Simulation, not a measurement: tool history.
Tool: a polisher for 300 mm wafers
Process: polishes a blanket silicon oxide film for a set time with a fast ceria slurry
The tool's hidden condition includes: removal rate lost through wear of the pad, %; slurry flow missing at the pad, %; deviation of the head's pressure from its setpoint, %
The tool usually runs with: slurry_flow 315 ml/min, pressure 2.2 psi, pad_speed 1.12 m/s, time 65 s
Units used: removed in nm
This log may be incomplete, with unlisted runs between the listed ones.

run     day  slurry_flow  pressure  pad_speed  time  wafers since the last listed run  wafers polished on this pad  hours since the slurry nozzle was cleaned  hours since the head pressure was calibrated  incoming thickness of the incoming film, nm  removed
  1       0          315       2.2       1.12    65                                 0                          118                                       81.6                                         788.4                                       3017.2    864.6
  2   0.662          315       2.2       1.12    65                                99                          218                                       97.5                                         804.3                                       2974.1    859.1
  3   1.062          315       2.2       1.12    65                                59                          277                                      107.1                                         813.9                                       2961.9    868.9
  4   1.462          315       2.2       1.12    65                                59                          337                                      116.7                                         823.5                                       2992.9    860.6
  5   1.733          260       2.2       1.12    51                                40                          378                                      123.2                                           830                                       3003.4      665
  6   2.417          260       2.2       1.12    51                               102                          480                                      139.6                                         846.4                                       3003.1    670.6
  7   2.792          260       2.2       1.12    51                                56                          536                                      148.6                                         855.4                                       2929.3      665
  8    3.35          315       2.2       1.12    65                                83                          620                                        162                                         868.8                                       3007.7    881.5
  9   3.638          270       2.2       1.12    65                                43                          663                                      168.9                                         875.7                                       3000.5    850.3
 10   4.354          270       2.2       1.12    65                               107                          770                                      186.1                                         892.9                                       2969.1    864.5
 11   4.967          270       2.2       1.12    65                                91                          861                                      200.8                                         907.6                                       2952.8    870.9
 12   5.625          315       1.5       1.12    65                                98                          960                                      216.6                                         923.4                                       2976.2    679.5
 13   5.988          315       2.8       1.12    65                                54                         1014                                      225.3                                         932.1                                         3037   1050.9
      6.254  -- head pressure recalibrated
      6.375  -- worn pad replaced by a new one, of another model than before
 14   6.562          315       2.2       1.12    65                                55                           27                                      239.1                                           7.4                                         2961    816.5
 15   6.908          315       2.6       1.12    55                                51                           79                                      247.4                                          15.7                                       2948.8      812
 16   7.588          315       1.5       1.12    65                               101                          181                                      263.7                                            32                                       2948.1      567
      8.338  -- slurry nozzle cleaned
 17   8.358          315       1.8       0.98    65                               109                          290                                        0.5                                          50.5                                       2935.2    617.5
 18   8.588          210       2.7        0.8    72                                34                          324                                          6                                            56                                       3049.8    882.2
 19  10.788          275       2.2       1.12    55                               329                          653                                       58.8                                         108.8                                       3021.3    681.3
 20  11.254          315       2.2       1.12    65                                69                          723                                         70                                           120                                       3024.3      839
 21  11.783          355         2       1.12    78                                79                          802                                       82.7                                         132.7                                         3023    911.6
 22  12.508          315       2.2        1.5    65                               108                          911                                      100.1                                         150.1                                       3038.4   1012.6
 23  13.083          315       2.2       0.88    65                                86                          997                                      113.9                                         163.9                                         3044    722.5

The same runs without the tool's hidden state, with the same run-to-run variation:
run  removed
  1    811.9
  2    805.5
  3      814
  4    805.5
  5      622
  6    626.4
  7    620.6
  8    821.7
  9    792.1
 10      804
 11    808.9
 12    630.2
 13      974
 14    817.8
 15    812.5
 16    566.2
 17    615.2
 18    878.4
 19    673.9
 20    828.7
 21    899.1
 22    996.6
 23    709.9

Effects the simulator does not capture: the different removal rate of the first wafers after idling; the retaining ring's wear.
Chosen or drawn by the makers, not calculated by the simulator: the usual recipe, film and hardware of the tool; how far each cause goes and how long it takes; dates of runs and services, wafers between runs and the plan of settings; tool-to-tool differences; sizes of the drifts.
